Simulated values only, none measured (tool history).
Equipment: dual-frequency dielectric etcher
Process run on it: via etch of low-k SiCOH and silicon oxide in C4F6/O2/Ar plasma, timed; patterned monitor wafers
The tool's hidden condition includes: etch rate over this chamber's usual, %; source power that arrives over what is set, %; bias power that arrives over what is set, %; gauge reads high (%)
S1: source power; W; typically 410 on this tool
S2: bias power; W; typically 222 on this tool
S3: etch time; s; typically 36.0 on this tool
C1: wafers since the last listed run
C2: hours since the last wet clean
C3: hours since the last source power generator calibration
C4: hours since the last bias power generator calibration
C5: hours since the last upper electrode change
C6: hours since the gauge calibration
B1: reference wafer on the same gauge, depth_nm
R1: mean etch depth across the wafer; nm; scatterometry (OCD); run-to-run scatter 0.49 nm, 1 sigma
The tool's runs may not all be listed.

run,day,S1,S2,S3,C1,C2,C3,C4,C5,C6,B1,R1
1,0.000,410,222,36.0,0,426.1,4178.6,1055.4,3753.7,1541.8,81.4,88.2
# day 1.688: gauge calibrated
# day 1.779: wet clean of the chamber
2,2.079,410,222,36.0,481,7.2,4228.5,1105.3,3803.6,9.4,81.4,90.2
3,14.167,410,222,36.0,5393,297.3,4518.6,1395.4,4093.7,299.5,81.5,88.2
4,16.021,410,222,36.0,827,341.8,4563.1,1439.9,4138.2,344.0,81.4,88.0
5,18.762,410,222,36.0,1223,407.6,4628.9,1505.7,4204.0,409.8,81.3,87.7
6,22.488,410,222,36.0,1662,497.0,4718.3,1595.1,4293.4,499.2,81.5,87.9
# day 26.100: wet clean of the chamber
7,26.612,410,222,36.0,1394,12.3,4817.3,1694.1,4392.4,598.2,81.4,92.1
8,28.492,410,222,36.0,838,57.4,4862.4,1739.2,4437.5,643.3,81.3,90.6
9,32.196,410,222,36.0,1652,146.3,4951.3,1828.1,4526.4,732.2,81.3,90.2
10,36.017,410,222,36.0,1704,238.0,5043.0,1919.8,4618.1,823.9,81.2,89.0
# day 38.725: upper electrode replaced
11,39.112,410,222,36.0,935,312.3,5117.3,1994.1,9.3,898.2,81.2,90.0
12,41.604,490,169,31.0,1111,372.1,5177.1,2053.9,69.1,958.0,81.3,74.9
# day 43.017: source power generator calibrated
13,43.421,330,181,28.5,736,415.7,9.7,2097.5,112.7,1001.6,81.3,60.9
# day 47.108: wet clean of the chamber
14,47.129,410,222,36.0,1208,0.5,98.7,2186.5,201.7,1090.6,81.3,91.4
15,49.842,470,180,31.0,1210,65.6,163.8,2251.6,266.8,1155.7,81.4,76.5
16,56.592,410,207,41.0,3012,227.6,325.8,2413.6,428.8,1317.7,81.4,99.7
17,60.225,350,178,44.0,1621,314.8,413.0,2500.8,516.0,1404.9,81.4,95.5
18,63.900,410,274,39.0,1639,403.0,501.2,2589.0,604.2,1493.1,81.4,103.2
# day 64.992: bias power generator calibrated
19,67.629,320,222,44.0,1589,492.5,590.7,63.3,693.7,1582.6,81.3,98.2
20,69.800,470,275,29.0,968,544.6,642.8,115.4,745.8,1634.7,81.3,79.7
# day 70.162: gauge calibrated
# day 70.888: wet clean of the chamber
21,71.396,330,191,42.0,265,12.2,681.1,153.7,784.1,29.6,81.4,93.2
22,73.179,500,194,30.5,795,55.0,723.9,196.5,826.9,72.4,81.4,78.7
23,76.158,330,240,27.5,1329,126.5,795.4,268.0,898.4,143.9,81.5,65.1
24,79.721,410,222,36.0,1589,212.0,880.9,353.5,983.9,229.4,81.3,89.2
25,82.992,320,178,25.0,1459,290.5,959.4,432.0,1062.4,307.9,81.4,51.9
26,87.279,410,192,32.0,1913,393.4,1062.3,534.9,1165.3,410.8,81.4,75.1
# day 90.996: wet clean of the chamber
27,91.017,410,261,36.0,1221,0.5,1152.0,624.6,1255.0,500.5,81.5,96.4
28,92.533,500,255,39.0,676,36.9,1188.4,661.0,1291.4,536.9,81.5,111.5
29,96.583,410,222,36.0,1807,134.1,1285.6,758.2,1388.6,634.1,81.4,91.7

Alternative continuations, all from the tool just after run 29; predict every row:
A,96.600,410,222,36.0,7,134.5,1286.0,758.6,1389.0,634.5,?,?
B,96.600,410,251,40.0,7,134.5,1286.0,758.6,1389.0,634.5,?,?
C,96.600,480,222,36.0,7,134.5,1286.0,758.6,1389.0,634.5,?,?
D,96.600,350,175,44.5,7,134.5,1286.0,758.6,1389.0,634.5,?,?

run,B1,R1
A,81.5,91.1
B,81.5,105.8
C,81.5,96.7
D,81.5,97.6
Had the tool no hidden state, the same runs would have come out as:
run,R1
A,91.4
B,106.1
C,97.0
D,97.9
